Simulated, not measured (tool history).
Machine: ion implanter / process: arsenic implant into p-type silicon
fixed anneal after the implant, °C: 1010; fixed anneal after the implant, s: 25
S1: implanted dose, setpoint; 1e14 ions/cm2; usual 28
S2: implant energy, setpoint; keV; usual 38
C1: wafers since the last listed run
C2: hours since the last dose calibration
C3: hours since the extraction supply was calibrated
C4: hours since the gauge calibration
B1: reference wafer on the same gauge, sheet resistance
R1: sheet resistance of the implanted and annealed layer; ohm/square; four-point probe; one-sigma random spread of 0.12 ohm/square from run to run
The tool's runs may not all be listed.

Run 1, hour 0: usual settings; C1 0; C2 1541.4; C3 5757.9; C4 224.4; B1 71.29. Result: R1 80.18 ohm/square.
Run 2, hour 8.7: usual settings; C1 157; C2 1550.1; C3 5766.6; C4 233.1; B1 71.29. Result: R1 80.19 ohm/square.
Run 3, hour 18.7: usual settings but S1 22.47 1e14 ions/cm2, S2 32 keV; C1 180; C2 1560.1; C3 5776.6; C4 243.1; B1 71.26. Result: R1 90.68 ohm/square.
Run 4, hour 36.2: usual settings; C1 316; C2 1577.6; C3 5794.1; C4 260.6; B1 71.32. Result: R1 80.28 ohm/square.
Run 5, hour 49.9: usual settings; C1 247; C2 1591.3; C3 5807.8; C4 274.3; B1 71.28. Result: R1 80.06 ohm/square.
Run 6, hour 103.2: usual settings; C1 963; C2 1644.6; C3 5861.1; C4 327.6; B1 71.31. Result: R1 80.13 ohm/square.
Run 7, hour 116.8: usual settings but S1 25.88 1e14 ions/cm2; C1 245; C2 1658.2; C3 5874.7; C4 341.2; B1 71.32. Result: R1 81.74 ohm/square.
Run 8, hour 125.9: usual settings but S1 25.88 1e14 ions/cm2; C1 164; C2 1667.3; C3 5883.8; C4 350.3; B1 71.29. Result: R1 81.84 ohm/square.
Run 9, hour 179: usual settings but S1 25.88 1e14 ions/cm2; C1 959; C2 1720.4; C3 5936.9; C4 403.4; B1 71.25. Result: R1 81.73 ohm/square.
At hour 179.6: gauge calibrated.
Run 10, hour 189.8: usual settings but S2 34 keV; C1 195; C2 1731.2; C3 5947.7; C4 10.2; B1 71.26. Result: R1 84.16 ohm/square.
Run 11, hour 207: usual settings but S1 22.51 1e14 ions/cm2, S2 34 keV; C1 310; C2 1748.4; C3 5964.9; C4 27.4; B1 71.34. Result: R1 88.62 ohm/square.
At hour 223.3: Faraday cup replaced and dose calibrated.
Run 12, hour 223.8: usual settings; C1 159; C2 0.5; C3 5981.7; C4 44.2; B1 71.3. Result: R1 80.11 ohm/square.
At hour 231.9: extraction supply calibrated.
Run 13, hour 233.7: usual settings; C1 34; C2 10.4; C3 1.8; C4 54.1; B1 71.3. Result: R1 80.18 ohm/square.
Run 14, hour 249.8: usual settings but S2 28.5 keV; C1 291; C2 26.5; C3 17.9; C4 70.2; B1 71.3. Result: R1 90.92 ohm/square.
Run 15, hour 258.1: usual settings but S1 33.51 1e14 ions/cm2, S2 33.5 keV; C1 150; C2 34.8; C3 26.2; C4 78.5; B1 71.27. Result: R1 81.97 ohm/square.
Run 16, hour 268: usual settings but S1 25.88 1e14 ions/cm2; C1 178; C2 44.7; C3 36.1; C4 88.4; B1 71.28. Result: R1 81.56 ohm/square.
Run 17, hour 278.4: usual settings but S1 22.63 1e14 ions/cm2; C1 187; C2 55.1; C3 46.5; C4 98.8; B1 71.32. Result: R1 84.73 ohm/square.
Run 18, hour 288.2: usual settings but S2 45 keV; C1 177; C2 64.9; C3 56.3; C4 108.6; B1 71.3. Result: R1 74.1 ohm/square.
Run 19, hour 295.4: usual settings but S1 33.25 1e14 ions/cm2, S2 44 keV; C1 130; C2 72.1; C3 63.5; C4 115.8; B1 71.27. Result: R1 72.29 ohm/square.
Run 20, hour 308.6: usual settings but S1 24.4 1e14 ions/cm2; C1 238; C2 85.3; C3 76.7; C4 129; B1 71.23. Result: R1 82.89 ohm/square.

Across each entry between runs, compare the hidden state at the last listed run before it with the hidden state at the first listed run after it:
In the gap between runs 9 and 10: gauge calibrated (hour 179.6)
  nothing in the hidden state changes from one run to the other
In the gap between runs 11 and 12: Faraday cup replaced and dose calibrated (hour 223.3)
  nothing in the hidden state changes from one run to the other
In the gap between runs 12 and 13: extraction supply calibrated (hour 231.9)
  nothing in the hidden state changes from one run to the other
